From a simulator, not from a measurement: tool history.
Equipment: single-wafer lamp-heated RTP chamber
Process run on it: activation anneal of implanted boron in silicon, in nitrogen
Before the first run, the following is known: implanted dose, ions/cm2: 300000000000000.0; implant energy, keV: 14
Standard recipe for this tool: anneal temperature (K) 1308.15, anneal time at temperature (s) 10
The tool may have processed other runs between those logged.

run     day  anneal temperature (K)  anneal time at temperature (s)  wafers since the last listed run  wafers since the last pyrometer calibration  wafers since the reflector plate was cleaned  hours since the gauge calibration  read-back reference wafer on the same gauge, sheet resistance  sheet resistance of the implanted and annealed layer (ohm/square)
  1   0.000                 1308.15                              10                                 0                                         1842                                          2352                              396.4                                                         333.35                                                             327.06
  2   0.717                 1308.15                              10                               193                                         2035                                          2545                              413.6                                                         333.16                                                             327.39
  3   2.050                 1308.15                              10                               359                                         2394                                          2904                              445.6                                                         333.03                                                             326.99
  4   2.667                 1308.15                              10                               166                                         2560                                          3071                              460.4                                                         332.85                                                             327.19
  5   3.325                 1308.15                              10                               177                                         2738                                          3248                              476.2                                                         332.91                                                             326.55
  6   4.667                 1327.15                              10                               361                                         3099                                          3609                              508.4                                                         332.75                                                             325.37
  7   6.067                 1327.15                              10                               377                                         3476                                          3986                              542.0                                                         332.58                                                             325.79
  8   7.288                 1308.15                              10                               328                                         3805                                          4315                              571.3                                                         332.66                                                             326.16
  9   7.929                 1308.15                              10                               172                                         3978                                          4488                              586.7                                                         332.33                                                             326.18
 10   9.346                 1308.15                              10                               381                                         4360                                          4870                              620.7                                                         332.11                                                             326.39
 11  10.233                 1308.15                              10                               239                                         4599                                          5109                              642.0                                                         332.13                                                             324.68
 12  11.283                 1308.15                              10                               282                                         4882                                          5392                              667.2                                                         331.87                                                             325.39
 13  12.554                 1308.15                              10                               342                                         5224                                          5734                              697.7                                                         331.67                                                             326.13
 14  13.662                 1308.15                              10                               298                                         5522                                          6033                              724.3                                                         331.50                                                             325.57
     14.083  -- pyrometer window cleaned and pyrometer calibrated
 15  15.088                 1320.15                              10                               294                                          270                                          6327                              758.5                                                         331.41                                                             325.44
 16  16.379                 1308.15                              10                               347                                          618                                          6675                              789.5                                                         331.02                                                             325.01
 17  17.692                 1308.15                              10                               353                                          971                                          7028                              821.0                                                         330.89                                                             324.30
 18  19.096                 1308.15                              10                               378                                         1350                                          7406                              854.7                                                         330.74                                                             325.25
 19  20.142                 1308.15                               5                               281                                         1631                                          7688                              879.8                                                         330.40                                                             325.36
 20  20.779                 1308.15                              10                               171                                         1803                                          7860                              895.1                                                         330.24                                                             323.57
 21  22.058                 1327.15                              14                               344                                         2148                                          8204                              925.8                                                         330.04                                                             322.24
 22  22.858                 1308.15                              10                               215                                         2363                                          8420                              945.0                                                         329.74                                                             323.60
     23.396  -- reflector plate cleaned
 23  23.742                 1308.15                              10                               148                                         2511                                            92                              966.2                                                         329.60                                                             323.56
 24  24.783                 1299.15                               5                               280                                         2792                                           373                              991.2                                                         329.48                                                             324.66
     26.062  -- gauge calibrated
 25  26.221                 1319.15                              15                               387                                         3179                                           760                                3.8                                                         335.18                                                             327.50
 26  26.775                 1297.15                              16                               149                                         3328                                           909                               17.1                                                         335.11                                                             328.33
 27  27.867                 1308.15                              10                               294                                         3622                                          1203                               43.3                                                         335.19                                                             329.24
 28  29.208                 1308.15                              10                               361                                         3984                                          1565                               75.5                                                         335.15                                                             328.86
 29  30.617                 1331.15                              15                               379                                         4363                                          1944                              109.3                                                         334.93                                                             327.21
 30  31.908                 1289.15                               8                               347                                         4711                                          2292                              140.3                                                         334.86                                                             331.67
     33.517  -- pyrometer window cleaned and pyrometer calibrated
 31  33.538                 1308.15                              10                               349                                            5                                          2641                              179.4                                                         334.78                                                             328.25
 32  33.788                 1298.15                               7                                67                                           72                                          2709                              185.4                                                         334.88                                                             330.12
 33  34.975                 1328.15                              12                               319                                          392                                          3028                              213.9                                                         334.79                                                             327.91
 34  36.258                 1308.15                              10                               345                                          738                                          3374                              244.7                                                         334.80                                                             328.77
 35  37.742                 1300.15                              15                               399                                         1138                                          3774                              280.3                                                         334.71                                                             328.16
 36  39.233                 1279.15                              10                               401                                         1539                                          4176                              316.1                                                         334.72                                                             333.31
 37  40.721                 1308.15                              10                               400                                         1940                                          4576                              351.8                                                         334.49                                                             328.86
 38  41.846                 1308.15                               8                               303                                         2243                                          4879                              378.8                                                         334.37                                                             328.17

Table of differences, measured result less the result of that run with no hidden state. Run-to-run variation is the same in both. Gauge scatter possibly is not:
The tool's hidden condition here consists of: true wafer temperature minus pyrometer reading, K; wafer temperature error from the tarnished reflector plate, K; gauge reads high (%).
run  sheet resistance of the implanted and annealed layer (ohm/square)
  1                                                              -1.73
  2                                                              -1.79
  3                                                              -1.92
  4                                                              -1.98
  5                                                              -2.05
  6                                                              -2.18
  7                                                              -2.34
  8                                                              -2.49
  9                                                              -2.58
 10                                                              -2.78
 11                                                              -2.88
 12                                                              -3.04
 13                                                              -3.24
 14                                                              -3.41
 15                                                              -3.64
 16                                                              -3.85
 17                                                              -4.08
 18                                                              -4.35
 19                                                              -4.56
 20                                                              -4.66
 21                                                              -4.90
 22                                                              -5.08
 23                                                              -5.28
 24                                                              -5.52
 25                                                              +0.09
 26                                                              +0.09
 27                                                              +0.08
 28                                                              +0.06
 29                                                              +0.03
 30                                                              -0.01
 31                                                              -0.06
 32                                                              -0.07
 33                                                              -0.13
 34                                                              -0.18
 35                                                              -0.27
 36                                                              -0.37
 37                                                              -0.48
 38                                                              -0.57
